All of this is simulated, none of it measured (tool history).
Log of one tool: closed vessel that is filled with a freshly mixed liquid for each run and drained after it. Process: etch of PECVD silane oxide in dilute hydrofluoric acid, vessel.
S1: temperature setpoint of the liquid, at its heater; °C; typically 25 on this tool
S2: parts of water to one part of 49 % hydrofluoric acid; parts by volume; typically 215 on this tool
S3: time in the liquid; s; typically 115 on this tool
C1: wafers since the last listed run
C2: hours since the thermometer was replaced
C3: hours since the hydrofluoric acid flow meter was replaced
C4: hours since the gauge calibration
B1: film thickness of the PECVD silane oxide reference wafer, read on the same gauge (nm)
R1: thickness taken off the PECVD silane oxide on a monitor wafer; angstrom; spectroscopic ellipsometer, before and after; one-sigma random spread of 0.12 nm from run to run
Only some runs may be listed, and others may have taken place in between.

run 1 hour=0 | S1=25 S2=215 S3=115 | C1=0 C2=821.9 C3=1933 C4=341.7 | B1=140.02 | R1=215
run 2 hour=16.9 | S1=25 S2=150 S3=115 | C1=1997 C2=838.8 C3=1949.9 C4=358.6 | B1=140.02 | R1=326.2
run 3 hour=32.8 | S1=25 S2=215 S3=165 | C1=1879 C2=854.7 C3=1965.8 C4=374.5 | B1=139.99 | R1=308.1
run 4 hour=55.5 | S1=25 S2=215 S3=165 | C1=2683 C2=877.4 C3=1988.5 C4=397.2 | B1=139.99 | R1=308.7
run 5 hour=69.4 | S1=22.5 S2=215 S3=115 | C1=1643 C2=891.3 C3=2002.4 C4=411.1 | B1=140.05 | R1=195.7
run 6 hour=86.2 | S1=22.5 S2=215 S3=115 | C1=1986 C2=908.1 C3=2019.2 C4=427.9 | B1=140.03 | R1=194.2
run 7 hour=108.5 | S1=25 S2=180 S3=115 | C1=2636 C2=930.4 C3=2041.5 C4=450.2 | B1=139.99 | R1=267.5
run 8 hour=133.7 | S1=25 S2=180 S3=115 | C1=2979 C2=955.6 C3=2066.7 C4=475.4 | B1=139.95 | R1=267
run 9 hour=156.1 | S1=25 S2=180 S3=115 | C1=2648 C2=978 C3=2089.1 C4=497.8 | B1=139.99 | R1=266.2
run 10 hour=177.2 | S1=25 S2=265 S3=115 | C1=2494 C2=999.1 C3=2110.2 C4=518.9 | B1=140.02 | R1=166.5
-- hour=204.3 gauge calibrated
run 11 hour=206.1 | S1=25 S2=215 S3=115 | C1=3416 C2=1028 C3=2139.1 C4=1.8 | B1=140.03 | R1=217.1
run 12 hour=230.1 | S1=25 S2=215 S3=115 | C1=2837 C2=1052 C3=2163.1 C4=25.8 | B1=139.98 | R1=211.8
run 13 hour=254.2 | S1=25 S2=165 S3=115 | C1=2849 C2=1076.1 C3=2187.2 C4=49.9 | B1=139.98 | R1=294.9
run 14 hour=269.2 | S1=21 S2=125 S3=75 | C1=1773 C2=1091.1 C3=2202.2 C4=64.9 | B1=140.01 | R1=227.6
run 15 hour=290.5 | S1=25 S2=215 S3=45 | C1=2518 C2=1112.4 C3=2223.5 C4=86.2 | B1=139.98 | R1=84.1

Run 16, settings as shown, results not yet in. Your forecast:
run 16 hour=305.5 | S1=25 S2=215 S3=115 | C1=1773 C2=1127.4 C3=2238.5 C4=101.2 | B1=? | R1=?

{"run 16": {"B1": 140.02, "R1": 213.7}}
The same run, on a tool lacking any hidden state, would have yielded R1 213.7 angstrom.
